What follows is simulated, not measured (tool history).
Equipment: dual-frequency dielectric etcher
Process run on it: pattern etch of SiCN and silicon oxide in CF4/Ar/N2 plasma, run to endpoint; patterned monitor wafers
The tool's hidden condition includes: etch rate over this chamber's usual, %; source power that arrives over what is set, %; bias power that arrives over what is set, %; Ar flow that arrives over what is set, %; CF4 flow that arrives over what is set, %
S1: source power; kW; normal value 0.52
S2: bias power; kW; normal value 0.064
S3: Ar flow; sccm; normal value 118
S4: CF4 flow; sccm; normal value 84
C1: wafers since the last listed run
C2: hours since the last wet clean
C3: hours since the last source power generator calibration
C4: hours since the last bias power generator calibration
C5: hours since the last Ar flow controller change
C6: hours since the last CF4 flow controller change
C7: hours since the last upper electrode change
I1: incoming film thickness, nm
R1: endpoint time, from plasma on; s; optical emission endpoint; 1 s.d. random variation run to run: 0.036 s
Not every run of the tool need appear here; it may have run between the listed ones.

{"run": 1, "hour": 0.0, "S1": 0.52, "S2": 0.064, "S3": 118, "S4": 84, "C1": 0, "C2": 213.3, "C3": 1681.2, "C4": 1958.8, "C5": 1784.2, "C6": 4399.6, "C7": 2852.8, "I1": 10.58, "R1": 10.2}
{"run": 2, "hour": 99.0, "S1": 0.52, "S2": 0.064, "S3": 118, "S4": 84, "C1": 1035, "C2": 312.3, "C3": 1780.2, "C4": 2057.8, "C5": 1883.2, "C6": 4498.6, "C7": 2951.8, "I1": 10.48, "R1": 10.2}
{"run": 3, "hour": 182.1, "S1": 0.43, "S2": 0.064, "S3": 118, "S4": 84, "C1": 868, "C2": 395.4, "C3": 1863.3, "C4": 2140.9, "C5": 1966.3, "C6": 4581.7, "C7": 3034.9, "I1": 10.59, "R1": 11.8}
{"run": 4, "hour": 251.9, "S1": 0.43, "S2": 0.064, "S3": 118, "S4": 84, "C1": 729, "C2": 465.2, "C3": 1933.1, "C4": 2210.7, "C5": 2036.1, "C6": 4651.5, "C7": 3104.7, "I1": 10.44, "R1": 11.7}
{"run": 5, "hour": 292.7, "S1": 0.62, "S2": 0.064, "S3": 118, "S4": 84, "C1": 426, "C2": 506, "C3": 1973.9, "C4": 2251.5, "C5": 2076.9, "C6": 4692.3, "C7": 3145.5, "I1": 10.48, "R1": 8.9}
{"hour": 333.9, "done": "upper electrode replaced"}
{"run": 6, "hour": 334.4, "S1": 0.52, "S2": 0.064, "S3": 118, "S4": 84, "C1": 185, "C2": 547.7, "C3": 2015.6, "C4": 2293.2, "C5": 2118.6, "C6": 4734, "C7": 0.5, "I1": 10.38, "R1": 10.1}
{"hour": 342.3, "done": "CF4 flow controller replaced"}
{"hour": 371.1, "done": "wet clean of the chamber"}
{"run": 7, "hour": 380.9, "S1": 0.52, "S2": 0.064, "S3": 118, "S4": 84, "C1": 172, "C2": 9.8, "C3": 2062.1, "C4": 2339.7, "C5": 2165.1, "C6": 38.6, "C7": 47, "I1": 10.53, "R1": 10.3}
{"run": 8, "hour": 454.6, "S1": 0.52, "S2": 0.064, "S3": 99, "S4": 63, "C1": 770, "C2": 83.5, "C3": 2135.8, "C4": 2413.4, "C5": 2238.8, "C6": 112.3, "C7": 120.7, "I1": 10.49, "R1": 10.7}
{"run": 9, "hour": 553.1, "S1": 0.52, "S2": 0.064, "S3": 90, "S4": 94, "C1": 1029, "C2": 182, "C3": 2234.3, "C4": 2511.9, "C5": 2337.3, "C6": 210.8, "C7": 219.2, "I1": 10.47, "R1": 9.4}
{"run": 10, "hour": 621.7, "S1": 0.52, "S2": 0.064, "S3": 118, "S4": 84, "C1": 717, "C2": 250.6, "C3": 2302.9, "C4": 2580.5, "C5": 2405.9, "C6": 279.4, "C7": 287.8, "I1": 10.54, "R1": 10.3}
{"run": 11, "hour": 715.1, "S1": 0.52, "S2": 0.071, "S3": 118, "S4": 105, "C1": 976, "C2": 344, "C3": 2396.3, "C4": 2673.9, "C5": 2499.3, "C6": 372.8, "C7": 381.2, "I1": 10.53, "R1": 9.3}
{"hour": 751.4, "done": "bias power generator calibrated"}
{"hour": 807.8, "done": "Ar flow controller replaced"}
{"run": 12, "hour": 808.4, "S1": 0.64, "S2": 0.064, "S3": 97, "S4": 84, "C1": 870, "C2": 437.3, "C3": 2489.6, "C4": 57, "C5": 0.6, "C6": 466.1, "C7": 474.5, "I1": 10.55, "R1": 8.4}
{"hour": 925.0, "done": "wet clean of the chamber"}
{"run": 13, "hour": 925.5, "S1": 0.52, "S2": 0.064, "S3": 118, "S4": 84, "C1": 973, "C2": 0.5, "C3": 2606.7, "C4": 174.1, "C5": 117.7, "C6": 583.2, "C7": 591.6, "I1": 10.5, "R1": 10.1}
{"hour": 966.5, "done": "source power generator calibrated"}
{"run": 14, "hour": 1012.6, "S1": 0.46, "S2": 0.053, "S3": 108, "S4": 103, "C1": 868, "C2": 87.6, "C3": 46.1, "C4": 261.2, "C5": 204.8, "C6": 670.3, "C7": 678.7, "I1": 10.45, "R1": 11.4}
{"run": 15, "hour": 1117.0, "S1": 0.59, "S2": 0.064, "S3": 118, "S4": 84, "C1": 1091, "C2": 192, "C3": 150.5, "C4": 365.6, "C5": 309.2, "C6": 774.7, "C7": 783.1, "I1": 10.49, "R1": 9.3}
{"run": 16, "hour": 1175.0, "S1": 0.52, "S2": 0.079, "S3": 118, "S4": 97, "C1": 606, "C2": 250, "C3": 208.5, "C4": 423.6, "C5": 367.2, "C6": 832.7, "C7": 841.1, "I1": 10.52, "R1": 8.9}
{"run": 17, "hour": 1260.8, "S1": 0.52, "S2": 0.064, "S3": 129, "S4": 105, "C1": 897, "C2": 335.8, "C3": 294.3, "C4": 509.4, "C5": 453, "C6": 918.5, "C7": 926.9, "I1": 10.43, "R1": 9.7}
{"run": 18, "hour": 1352.6, "S1": 0.52, "S2": 0.064, "S3": 118, "S4": 84, "C1": 959, "C2": 427.6, "C3": 386.1, "C4": 601.2, "C5": 544.8, "C6": 1010.3, "C7": 1018.7, "I1": 10.43, "R1": 10}
{"run": 19, "hour": 1409.5, "S1": 0.41, "S2": 0.051, "S3": 145, "S4": 84, "C1": 594, "C2": 484.5, "C3": 443, "C4": 658.1, "C5": 601.7, "C6": 1067.2, "C7": 1075.6, "I1": 10.48, "R1": 14.2}
{"run": 20, "hour": 1459.6, "S1": 0.64, "S2": 0.064, "S3": 108, "S4": 84, "C1": 523, "C2": 534.6, "C3": 493.1, "C4": 708.2, "C5": 651.8, "C6": 1117.3, "C7": 1125.7, "I1": 10.5, "R1": 8.5}
{"run": 21, "hour": 1500.9, "S1": 0.64, "S2": 0.064, "S3": 142, "S4": 84, "C1": 431, "C2": 575.9, "C3": 534.4, "C4": 749.5, "C5": 693.1, "C6": 1158.6, "C7": 1167, "I1": 10.56, "R1": 9.1}
{"run": 22, "hour": 1538.5, "S1": 0.52, "S2": 0.068, "S3": 137, "S4": 72, "C1": 393, "C2": 613.5, "C3": 572, "C4": 787.1, "C5": 730.7, "C6": 1196.2, "C7": 1204.6, "I1": 10.52, "R1": 10.5}

What will run 23 give?
{"hour": 1589.2, "done": "wet clean of the chamber"}
{"run": 23, "hour": 1589.7, "S1": 0.52, "S2": 0.064, "S3": 130, "S4": 96, "C1": 284, "C2": 0.5, "C3": 623.2, "C4": 838.3, "C5": 781.9, "C6": 1247.4, "C7": 1255.8, "I1": 10.54, "R1": "?"}

{"run 23": {"R1": 10.1}}
With the hidden condition absent and the run-to-run variation left alone, this run would have shown R1 10 s.

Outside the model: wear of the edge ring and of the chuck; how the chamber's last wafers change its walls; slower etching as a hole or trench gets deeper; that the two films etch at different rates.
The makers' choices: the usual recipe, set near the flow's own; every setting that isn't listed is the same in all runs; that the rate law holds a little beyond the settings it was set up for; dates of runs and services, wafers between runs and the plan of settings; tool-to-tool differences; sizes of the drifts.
